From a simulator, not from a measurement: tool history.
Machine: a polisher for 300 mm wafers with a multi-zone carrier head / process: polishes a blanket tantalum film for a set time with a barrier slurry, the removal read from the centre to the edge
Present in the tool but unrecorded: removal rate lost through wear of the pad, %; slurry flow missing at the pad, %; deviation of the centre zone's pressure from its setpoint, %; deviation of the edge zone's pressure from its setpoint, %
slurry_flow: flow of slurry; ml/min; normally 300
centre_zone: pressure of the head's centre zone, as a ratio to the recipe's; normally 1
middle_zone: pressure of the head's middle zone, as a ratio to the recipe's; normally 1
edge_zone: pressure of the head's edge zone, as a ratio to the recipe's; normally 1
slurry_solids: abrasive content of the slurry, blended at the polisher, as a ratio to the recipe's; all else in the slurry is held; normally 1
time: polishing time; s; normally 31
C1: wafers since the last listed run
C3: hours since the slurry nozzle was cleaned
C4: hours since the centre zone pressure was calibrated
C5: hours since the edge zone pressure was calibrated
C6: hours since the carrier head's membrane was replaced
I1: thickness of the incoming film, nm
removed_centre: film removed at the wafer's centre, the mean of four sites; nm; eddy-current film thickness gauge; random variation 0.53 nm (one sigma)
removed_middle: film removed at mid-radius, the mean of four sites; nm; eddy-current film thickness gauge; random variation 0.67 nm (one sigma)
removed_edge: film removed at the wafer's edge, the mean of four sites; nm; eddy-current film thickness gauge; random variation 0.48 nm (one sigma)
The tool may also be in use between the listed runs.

{"run": 1, "hour": 0.0, "slurry_flow": 300, "centre_zone": 0.97, "middle_zone": 1, "edge_zone": 1, "slurry_solids": 1, "time": 31, "C1": 0, "wafers polished on this pad": 3502, "C3": 581.2, "C4": 249.6, "C5": 433.8, "C6": 170.3, "I1": 276.2, "removed_centre": 42.9, "removed_middle": 45, "removed_edge": 43.7}
{"hour": 46.3, "done": "slurry nozzle cleaned"}
{"run": 2, "hour": 61.8, "slurry_flow": 300, "centre_zone": 1, "middle_zone": 1, "edge_zone": 1, "slurry_solids": 1, "time": 31, "C1": 537, "wafers polished on this pad": 4040, "C3": 15.5, "C4": 311.4, "C5": 495.6, "C6": 232.1, "I1": 285, "removed_centre": 45.9, "removed_middle": 46.6, "removed_edge": 44.8}
{"run": 3, "hour": 122.5, "slurry_flow": 300, "centre_zone": 1, "middle_zone": 1, "edge_zone": 1.07, "slurry_solids": 1, "time": 31, "C1": 536, "wafers polished on this pad": 4576, "C3": 76.2, "C4": 372.1, "C5": 556.3, "C6": 292.8, "I1": 276.8, "removed_centre": 46.4, "removed_middle": 47.5, "removed_edge": 46}
{"hour": 147.4, "done": "worn pad replaced by a new one"}
{"run": 4, "hour": 167.3, "slurry_flow": 300, "centre_zone": 1.09, "middle_zone": 0.89, "edge_zone": 1, "slurry_solids": 1.1, "time": 31, "C1": 360, "wafers polished on this pad": 175, "C3": 121, "C4": 416.9, "C5": 601.1, "C6": 337.6, "I1": 281.4, "removed_centre": 49.8, "removed_middle": 44.5, "removed_edge": 46.6}
{"run": 5, "hour": 226.8, "slurry_flow": 300, "centre_zone": 1, "middle_zone": 1, "edge_zone": 1, "slurry_solids": 1, "time": 31, "C1": 525, "wafers polished on this pad": 701, "C3": 180.5, "C4": 476.4, "C5": 660.6, "C6": 397.1, "I1": 280, "removed_centre": 44.4, "removed_middle": 45.4, "removed_edge": 44.5}
{"run": 6, "hour": 283.8, "slurry_flow": 300, "centre_zone": 0.94, "middle_zone": 1.11, "edge_zone": 1.08, "slurry_solids": 1, "time": 20, "C1": 503, "wafers polished on this pad": 1205, "C3": 237.5, "C4": 533.4, "C5": 717.6, "C6": 454.1, "I1": 275.8, "removed_centre": 28.4, "removed_middle": 32.8, "removed_edge": 29.7}
{"hour": 354.2, "done": "carrier head's membrane replaced by a new one"}
{"run": 7, "hour": 381.8, "slurry_flow": 240, "centre_zone": 1, "middle_zone": 0.91, "edge_zone": 1, "slurry_solids": 1, "time": 31, "C1": 821, "wafers polished on this pad": 2027, "C3": 335.5, "C4": 631.4, "C5": 815.6, "C6": 27.6, "I1": 285.1, "removed_centre": 43.9, "removed_middle": 41.4, "removed_edge": 43.8}
{"hour": 441.4, "done": "centre zone pressure recalibrated"}
{"run": 8, "hour": 478.5, "slurry_flow": 300, "centre_zone": 0.94, "middle_zone": 1, "edge_zone": 1, "slurry_solids": 1, "time": 31, "C1": 836, "wafers polished on this pad": 2863, "C3": 432.2, "C4": 37.1, "C5": 912.3, "C6": 124.3, "I1": 285.5, "removed_centre": 41.9, "removed_middle": 44.7, "removed_edge": 44}
{"run": 9, "hour": 575.9, "slurry_flow": 300, "centre_zone": 1.11, "middle_zone": 1, "edge_zone": 0.95, "slurry_solids": 1, "time": 31, "C1": 860, "wafers polished on this pad": 3724, "C3": 529.6, "C4": 134.5, "C5": 1009.7, "C6": 221.7, "I1": 277.2, "removed_centre": 47.5, "removed_middle": 46.1, "removed_edge": 42.8}
{"hour": 601.2, "done": "slurry nozzle cleaned"}
{"hour": 631.2, "done": "worn pad replaced by a new one"}
{"run": 10, "hour": 633.9, "slurry_flow": 300, "centre_zone": 1, "middle_zone": 1, "edge_zone": 1, "slurry_solids": 1, "time": 21, "C1": 468, "wafers polished on this pad": 23, "C3": 32.7, "C4": 192.5, "C5": 1067.7, "C6": 279.7, "I1": 276.4, "removed_centre": 30.6, "removed_middle": 31.4, "removed_edge": 30.5}
{"run": 11, "hour": 703.6, "slurry_flow": 345, "centre_zone": 1, "middle_zone": 1, "edge_zone": 1, "slurry_solids": 0.8, "time": 23, "C1": 615, "wafers polished on this pad": 639, "C3": 102.4, "C4": 262.2, "C5": 1137.4, "C6": 349.4, "I1": 279.2, "removed_centre": 29.7, "removed_middle": 30.5, "removed_edge": 29.2}
{"hour": 967.9, "done": "edge zone pressure recalibrated"}
{"run": 12, "hour": 968.4, "slurry_flow": 300, "centre_zone": 1, "middle_zone": 1, "edge_zone": 1, "slurry_solids": 1, "time": 31, "C1": 2322, "wafers polished on this pad": 2962, "C3": 367.2, "C4": 527, "C5": 0.5, "C6": 614.2, "I1": 278, "removed_centre": 44.7, "removed_middle": 46.2, "removed_edge": 44.4}
{"hour": 1012.1, "done": "carrier head's membrane replaced by a new one"}
{"hour": 1069.9, "done": "centre zone pressure recalibrated"}
{"run": 13, "hour": 1070.4, "slurry_flow": 395, "centre_zone": 0.89, "middle_zone": 1, "edge_zone": 0.89, "slurry_solids": 1, "time": 31, "C1": 839, "wafers polished on this pad": 3801, "C3": 469.2, "C4": 0.5, "C5": 102.5, "C6": 58.3, "I1": 279.6, "removed_centre": 41.7, "removed_middle": 46.7, "removed_edge": 42.6}
{"run": 14, "hour": 1132.5, "slurry_flow": 300, "centre_zone": 1.11, "middle_zone": 0.94, "edge_zone": 0.89, "slurry_solids": 1, "time": 31, "C1": 548, "wafers polished on this pad": 4350, "C3": 531.3, "C4": 62.6, "C5": 164.6, "C6": 120.4, "I1": 279, "removed_centre": 46.6, "removed_middle": 43.4, "removed_edge": 41.9}
{"hour": 1181.2, "done": "slurry nozzle cleaned"}
{"run": 15, "hour": 1214.1, "slurry_flow": 335, "centre_zone": 0.93, "middle_zone": 1.08, "edge_zone": 0.91, "slurry_solids": 1, "time": 31, "C1": 712, "wafers polished on this pad": 5062, "C3": 32.9, "C4": 144.2, "C5": 246.2, "C6": 202, "I1": 280.6, "removed_centre": 44.2, "removed_middle": 50.5, "removed_edge": 43.4}

Forecast run 16:
{"hour": 1240.8, "done": "worn pad replaced by a new one"}
{"run": 16, "hour": 1284.9, "slurry_flow": 300, "centre_zone": 1, "middle_zone": 1, "edge_zone": 1.05, "slurry_solids": 1.3, "time": 41, "C1": 590, "wafers polished on this pad": 389, "C3": 103.7, "C4": 215, "C5": 317, "C6": 272.8, "I1": 280, "removed_centre": "?", "removed_middle": "?", "removed_edge": "?"}

Run 16 gave removed_centre 66.7 nm, removed_middle 68.7 nm, removed_edge 66.9 nm.
The same run, on a tool lacking any hidden state, would have yielded removed_centre 67.2 nm, removed_middle 69.1 nm, removed_edge 67.2 nm.
